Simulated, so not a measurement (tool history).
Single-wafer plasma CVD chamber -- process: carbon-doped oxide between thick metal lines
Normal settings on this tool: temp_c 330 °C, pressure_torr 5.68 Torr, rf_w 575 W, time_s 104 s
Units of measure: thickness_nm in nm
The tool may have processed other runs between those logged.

| run | hour | temp_c | pressure_torr | rf_w | time_s | wafers since the last listed run | hours since the last thermocouple change | hours since the last RF generator calibration | hours since the last manometer calibration | hours since the showerhead was replaced | hours since the gauge calibration | read-back reference wafer on the same gauge, thickness_nm | thickness_nm |
|---|---|---|---|---|---|---|---|---|---|---|---|---|---|
| 1 | 0 | 330 | 5.68 | 575 | 104 | 0 | 313 | 375.7 | 1060.1 | 4809.8 | 1347.9 | 506.153 | 639.412 |
| 2 | 98.4 | 330 | 5.68 | 575 | 104 | 1059 | 411.4 | 474.1 | 1158.5 | 4908.2 | 1446.3 | 506.153 | 636.258 |
| 3 | 155.6 | 330 | 5.68 | 575 | 104 | 615 | 468.6 | 531.3 | 1215.7 | 4965.4 | 1503.5 | 505.541 | 637.675 |
|  | 210.5 | capacitance manometer re-zeroed and calibrated |
| 4 | 239.3 | 344 | 5.68 | 535 | 113 | 815 | 552.3 | 615 | 28.8 | 5049.1 | 1587.2 | 505.677 | 631.171 |
| 5 | 325.1 | 330 | 5.68 | 575 | 104 | 923 | 638.1 | 700.8 | 114.6 | 5134.9 | 1673 | 505.427 | 638.519 |
| 6 | 412.1 | 330 | 5.68 | 575 | 104 | 936 | 725.1 | 787.8 | 201.6 | 5221.9 | 1760 | 505.848 | 637.273 |
| 7 | 478 | 340 | 5.68 | 575 | 104 | 709 | 791 | 853.7 | 267.5 | 5287.8 | 1825.9 | 506.025 | 618.588 |
|  | 543.4 | RF generator calibrated |
| 8 | 577.9 | 330 | 4.85 | 535 | 115 | 989 | 890.9 | 34.5 | 367.4 | 5387.7 | 1925.8 | 505.657 | 648.119 |
| 9 | 623.5 | 330 | 5.68 | 575 | 104 | 491 | 936.5 | 80.1 | 413 | 5433.3 | 1971.4 | 505.692 | 637.796 |
|  | 635.8 | thermocouple changed; heater temperature recalibrated, repeated, since the last time left the tool worse |
| 10 | 696.8 | 330 | 5.68 | 575 | 104 | 703 | 61 | 153.4 | 486.3 | 5506.6 | 2044.7 | 505.897 | 624.508 |
| 11 | 772.2 | 330 | 5.68 | 575 | 104 | 811 | 136.4 | 228.8 | 561.7 | 5582 | 2120.1 | 506.067 | 623.139 |
|  | 812 | gauge calibrated |
| 12 | 844 | 339 | 6.54 | 575 | 104 | 773 | 208.2 | 300.6 | 633.5 | 5653.8 | 32 | 505.74 | 620.131 |
| 13 | 1055.7 | 323 | 5.68 | 575 | 104 | 2279 | 419.9 | 512.3 | 845.2 | 5865.5 | 243.7 | 506.209 | 642.751 |
| 14 | 1101 | 330 | 5.68 | 575 | 104 | 487 | 465.2 | 557.6 | 890.5 | 5910.8 | 289 | 505.736 | 626.781 |
| 15 | 1302.4 | 330 | 5.68 | 540 | 104 | 2168 | 666.6 | 759 | 1091.9 | 6112.2 | 490.4 | 505.572 | 599.289 |
| 16 | 1399.1 | 330 | 5.68 | 575 | 98 | 1041 | 763.3 | 855.7 | 1188.6 | 6208.9 | 587.1 | 506.139 | 592.503 |
|  | 1441.3 | showerhead replaced |
|  | 1462.7 | thermocouple changed; heater temperature recalibrated |
|  | 1510.3 | RF generator calibrated |
| 17 | 1510.8 | 338 | 5.68 | 535 | 111 | 944 | 48.1 | 0.5 | 1300.3 | 69.5 | 698.8 | 505.807 | 614.987 |
| 18 | 1696.2 | 330 | 5.68 | 575 | 104 | 1996 | 233.5 | 185.9 | 1485.7 | 254.9 | 884.2 | 505.734 | 624.964 |
|  | 1748.7 | capacitance manometer re-zeroed and calibrated |
| 19 | 1749.2 | 320 | 5.68 | 655 | 104 | 484 | 286.5 | 238.9 | 0.5 | 307.9 | 937.2 | 506.025 | 706.271 |
| 20 | 1968.4 | 338 | 5.68 | 575 | 122 | 2360 | 505.7 | 458.1 | 219.7 | 527.1 | 1156.4 | 505.651 | 715.449 |

Run 21, settings as shown, results not yet in. Your forecast:
| 21 | 2017.3 | 326 | 4.51 | 575 | 115 | 526 | 554.6 | 507 | 268.6 | 576 | 1205.3 | ? | ? |

Run 21 measured read-back reference wafer on the same gauge, thickness_nm 505.562, thickness_nm 667.255 nm.
Were there no unlogged condition in the tool, this run, its random variation unchanged, would have produced thickness_nm 661.554 nm.
